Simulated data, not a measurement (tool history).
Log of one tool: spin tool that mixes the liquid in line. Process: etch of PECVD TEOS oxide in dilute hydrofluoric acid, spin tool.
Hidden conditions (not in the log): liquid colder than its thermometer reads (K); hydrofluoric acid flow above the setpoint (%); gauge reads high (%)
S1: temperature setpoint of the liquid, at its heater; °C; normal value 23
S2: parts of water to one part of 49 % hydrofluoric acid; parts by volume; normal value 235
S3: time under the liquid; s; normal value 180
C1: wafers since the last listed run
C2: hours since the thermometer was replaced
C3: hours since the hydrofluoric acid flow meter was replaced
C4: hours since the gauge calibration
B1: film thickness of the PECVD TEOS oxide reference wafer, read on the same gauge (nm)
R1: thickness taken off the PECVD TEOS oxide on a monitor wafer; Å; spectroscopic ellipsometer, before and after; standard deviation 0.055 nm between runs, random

run 1 day=0 | S1=23 S2=325 S3=135 | C1=0 C2=1800.7 C3=92.3 C4=328.9 | B1=80 | R1=34.7
run 2 day=2.125 | S1=23 S2=325 S3=135 | C1=467 C2=1851.7 C3=143.3 C4=379.9 | B1=80.01 | R1=34.8
run 3 day=4.838 | S1=23 S2=325 S3=135 | C1=597 C2=1916.8 C3=208.4 C4=445 | B1=80 | R1=34.8
run 4 day=7.188 | S1=23 S2=235 S3=180 | C1=517 C2=1973.2 C3=264.8 C4=501.4 | B1=79.98 | R1=68.3
run 5 day=8.358 | S1=23 S2=270 S3=125 | C1=257 C2=2001.3 C3=292.9 C4=529.5 | B1=80 | R1=40.2
run 6 day=9.4 | S1=23 S2=270 S3=125 | C1=229 C2=2026.3 C3=317.9 C4=554.5 | B1=80.01 | R1=40.7
run 7 day=10.771 | S1=23 S2=235 S3=125 | C1=301 C2=2059.2 C3=350.8 C4=587.4 | B1=79.99 | R1=48.5
run 8 day=12.883 | S1=23 S2=235 S3=180 | C1=465 C2=2109.9 C3=401.5 C4=638.1 | B1=80.01 | R1=70.4
-- day=15.571 thermometer replaced
-- day=17.867 hydrofluoric acid flow meter replaced
run 9 day=19.083 | S1=20.5 S2=270 S3=180 | C1=1346 C2=84.3 C3=29.2 C4=786.9 | B1=80 | R1=57.6
run 10 day=21.242 | S1=26 S2=340 S3=265 | C1=475 C2=136.1 C3=81 C4=838.7 | B1=79.99 | R1=77.5
run 11 day=22.738 | S1=25 S2=235 S3=255 | C1=329 C2=172 C3=116.9 C4=874.6 | B1=80.02 | R1=115.2
run 12 day=25.238 | S1=23 S2=185 S3=180 | C1=550 C2=232 C3=176.9 C4=934.6 | B1=80.01 | R1=100.1
run 13 day=26.292 | S1=23 S2=235 S3=125 | C1=232 C2=257.3 C3=202.2 C4=959.9 | B1=79.98 | R1=52.9
-- day=27.429 gauge calibrated
run 14 day=28.942 | S1=23 S2=190 S3=115 | C1=583 C2=320.9 C3=265.8 C4=36.3 | B1=80 | R1=62.5
run 15 day=31.167 | S1=27 S2=330 S3=145 | C1=489 C2=374.3 C3=319.2 C4=89.7 | B1=79.98 | R1=45.5
run 16 day=32.242 | S1=23 S2=270 S3=125 | C1=236 C2=400.1 C3=345 C4=115.5 | B1=80 | R1=44.8
run 17 day=34.5 | S1=24.5 S2=205 S3=180 | C1=497 C2=454.3 C3=399.2 C4=169.7 | B1=80 | R1=95.7

4 ways to go on from here, each from the tool as it stands after run 17. What would each give?
run A day=34.521 | S1=23 S2=120 S3=180 | C1=4 C2=454.8 C3=399.7 C4=170.2 | B1=? | R1=?
run B day=34.521 | S1=26 S2=290 S3=150 | C1=4 C2=454.8 C3=399.7 C4=170.2 | B1=? | R1=?
run C day=34.521 | S1=28 S2=275 S3=255 | C1=4 C2=454.8 C3=399.7 C4=170.2 | B1=? | R1=?
run D day=34.521 | S1=23 S2=235 S3=75 | C1=4 C2=454.8 C3=399.7 C4=170.2 | B1=? | R1=?

run=A B1=79.99 R1=166
run=B B1=79.99 R1=53.5
run=C B1=79.99 R1=104.3
run=D B1=79.99 R1=31.3
What these runs would have given with no unlogged condition in the tool:
run=A R1=167.2
run=B R1=53.5
run=C R1=104.3
run=D R1=31.4
